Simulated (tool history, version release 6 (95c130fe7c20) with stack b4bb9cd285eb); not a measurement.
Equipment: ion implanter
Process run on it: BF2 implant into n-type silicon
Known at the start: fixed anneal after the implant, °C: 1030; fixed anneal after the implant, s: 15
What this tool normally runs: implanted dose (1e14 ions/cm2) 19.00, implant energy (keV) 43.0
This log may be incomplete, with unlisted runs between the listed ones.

run,hour,implanted dose (1e14 ions/cm2),implant energy (keV),wafers since the last listed run,hours since the last dose calibration,hours since the extraction supply was calibrated,hours since the gauge calibration,"read-back reference wafer on the same gauge, sheet resistance",sheet resistance of the implanted and annealed layer (ohm/square)
1,0.0,19.00,43.0,0,2297.9,4783.0,79.8,102.73,103.74
2,6.8,19.00,43.0,78,2304.7,4789.8,86.6,102.69,103.70
3,16.8,19.00,43.0,115,2314.7,4799.8,96.6,102.77,103.91
4,30.9,19.00,43.0,163,2328.8,4813.9,110.7,102.63,103.48
5,39.4,19.00,43.0,98,2337.3,4822.4,119.2,102.55,103.54
6,55.7,19.00,43.0,188,2353.6,4838.7,135.5,102.52,103.49
7,67.4,19.00,43.0,135,2365.3,4850.4,147.2,102.49,103.20
# hour 85.7: Faraday cup replaced and dose calibrated
8,86.2,22.38,55.0,124,0.5,4869.2,166.0,102.40,88.96
# hour 94.2: extraction supply calibrated
9,99.7,19.00,43.0,64,14.0,5.5,179.5,102.32,103.12
# hour 112.9: gauge calibrated
10,116.8,24.23,32.5,198,31.1,22.6,3.9,102.99,115.22
11,134.1,14.93,58.0,200,48.4,39.9,21.2,102.85,99.69

What will run 12 give?
12,151.9,23.60,47.0,206,66.2,57.7,39.0,?,?

read-back reference wafer on the same gauge, sheet resistance: 102.77
sheet resistance of the implanted and annealed layer (ohm/square): 96.30
Take away the tool's hidden state, keep the run-to-run variation as it was, and the same run would have given sheet resistance of the implanted and annealed layer (ohm/square) 96.45.

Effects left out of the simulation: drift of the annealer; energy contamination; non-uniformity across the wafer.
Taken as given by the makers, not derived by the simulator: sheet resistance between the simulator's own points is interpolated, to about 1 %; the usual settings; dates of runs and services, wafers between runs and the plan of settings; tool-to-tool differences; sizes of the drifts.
